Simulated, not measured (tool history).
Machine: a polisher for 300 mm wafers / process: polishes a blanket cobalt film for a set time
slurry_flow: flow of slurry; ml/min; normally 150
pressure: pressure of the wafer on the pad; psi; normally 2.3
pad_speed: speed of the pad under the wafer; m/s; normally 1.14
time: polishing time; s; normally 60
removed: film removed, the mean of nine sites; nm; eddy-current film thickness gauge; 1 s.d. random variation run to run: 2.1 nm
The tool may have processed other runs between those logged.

run	hour	slurry_flow	pressure	pad_speed	time	wafers since the last listed run	wafers polished on this pad	hours since the slurry nozzle was cleaned	hours since the head pressure was calibrated	incoming thickness of the incoming film, nm	removed
1	0.0	150	2.0	1.14	60	0	3066	408.7	511.7	1093.6	279.8
2	51.1	150	2.9	1.14	60	596	3662	459.8	562.8	1106.5	407.7
# hour 104.7: slurry nozzle cleaned
3	151.2	150	2.9	1.14	60	1157	4820	46.5	662.9	1130.7	404.2
# hour 178.6: worn pad replaced by a new one
# hour 215.5: head pressure recalibrated
4	253.0	150	2.9	1.14	60	1118	845	148.3	37.5	1105.4	415.3
5	348.0	130	2.3	1.38	60	1109	1954	243.3	132.5	1102.6	386.0
6	450.5	150	2.3	1.14	60	1196	3151	345.8	235.0	1105.5	323.6
7	524.0	150	2.8	1.14	60	858	4009	419.3	308.5	1097.3	395.8
8	609.1	150	2.3	1.14	60	993	5003	504.4	393.6	1133.8	321.2
# hour 616.4: slurry nozzle cleaned
# hour 623.8: worn pad replaced by a new one
9	677.7	150	2.3	1.14	60	742	628	61.3	462.2	1101.1	331.5
10	716.1	150	2.3	1.14	60	448	1077	99.7	500.6	1096.5	326.3
11	771.9	150	2.3	1.14	60	651	1728	155.5	556.4	1100.5	328.8
12	873.8	150	2.3	1.14	60	1189	2918	257.4	658.3	1093.1	324.0
13	910.2	150	2.3	1.14	60	425	3343	293.8	694.7	1114.1	324.3
14	995.6	150	2.3	1.14	60	997	4340	379.2	780.1	1114.8	321.2
# hour 1009.3: head pressure recalibrated
# hour 1080.1: slurry nozzle cleaned
15	1090.9	150	2.3	1.14	60	1077	5418	10.8	81.6	1109.6	320.1
# hour 1125.7: worn pad replaced by a new one
16	1161.9	150	2.3	1.44	55	782	422	81.8	152.6	1120.4	379.6
17	1241.9	150	2.3	1.50	60	934	1356	161.8	232.6	1109.4	427.6
18	1323.2	150	2.3	1.14	60	949	2306	243.1	313.9	1117.0	330.6
19	1389.8	150	2.3	1.14	60	777	3083	309.7	380.5	1093.1	326.5
20	1432.6	150	2.6	1.40	76	499	3583	352.5	423.3	1113.4	574.7
21	1503.9	150	2.3	1.14	60	832	4416	423.8	494.6	1122.7	323.3
# hour 1512.8: slurry nozzle cleaned
22	1556.0	170	2.5	0.96	45	596	5012	43.2	546.7	1120.5	224.0
# hour 1564.7: worn pad replaced by a new one
23	1652.6	190	2.3	1.40	71	1081	1026	139.8	643.3	1094.8	500.0
# hour 1664.9: head pressure recalibrated
24	1707.5	150	2.3	1.14	70	617	1644	194.7	42.6	1095.6	382.5
25	1949.4	165	3.1	1.00	54	2824	4469	436.6	284.5	1113.9	346.4
26	1999.4	150	2.3	1.14	60	583	5053	486.6	334.5	1103.5	321.6
# hour 2049.3: slurry nozzle cleaned
27	2099.2	150	2.3	0.98	70	1153	6206	49.9	434.3	1126.2	319.6
# hour 2137.7: worn pad replaced by a new one
28	2196.2	125	1.6	1.14	69	1085	683	146.9	531.3	1114.1	253.7
29	2271.1	130	1.8	0.74	78	874	1558	221.8	606.2	1125.1	209.5
30	2317.4	170	2.3	1.14	60	540	2098	268.1	652.5	1103.8	334.6
31	2422.7	125	2.5	0.76	72	1229	3328	373.4	757.8	1096.6	272.0
# hour 2480.5: head pressure recalibrated
32	2497.9	110	2.3	1.50	60	854	4183	448.6	17.4	1130.0	395.6

Hidden state, per run?
slurry flow missing at the pad, %: 0 on each run
deviation of the head's pressure from its setpoint, %: 0 on each run
H1: removal rate lost through wear of the pad, %
run	H1
1	1.76
2	2.1
3	2.76
4	0.82
5	1.44
6	2.12
7	2.6
8	3.16
9	0.93
10	1.18
11	1.55
12	2.22
13	2.46
14	3.02
15	3.64
16	0.24
17	0.765
18	1.3
19	1.74
20	2.02
21	2.49
22	2.83
23	1.01
24	1.37
25	2.96
26	3.29
27	3.95
28	0.491
29	0.983
30	1.29
31	1.98
32	2.47
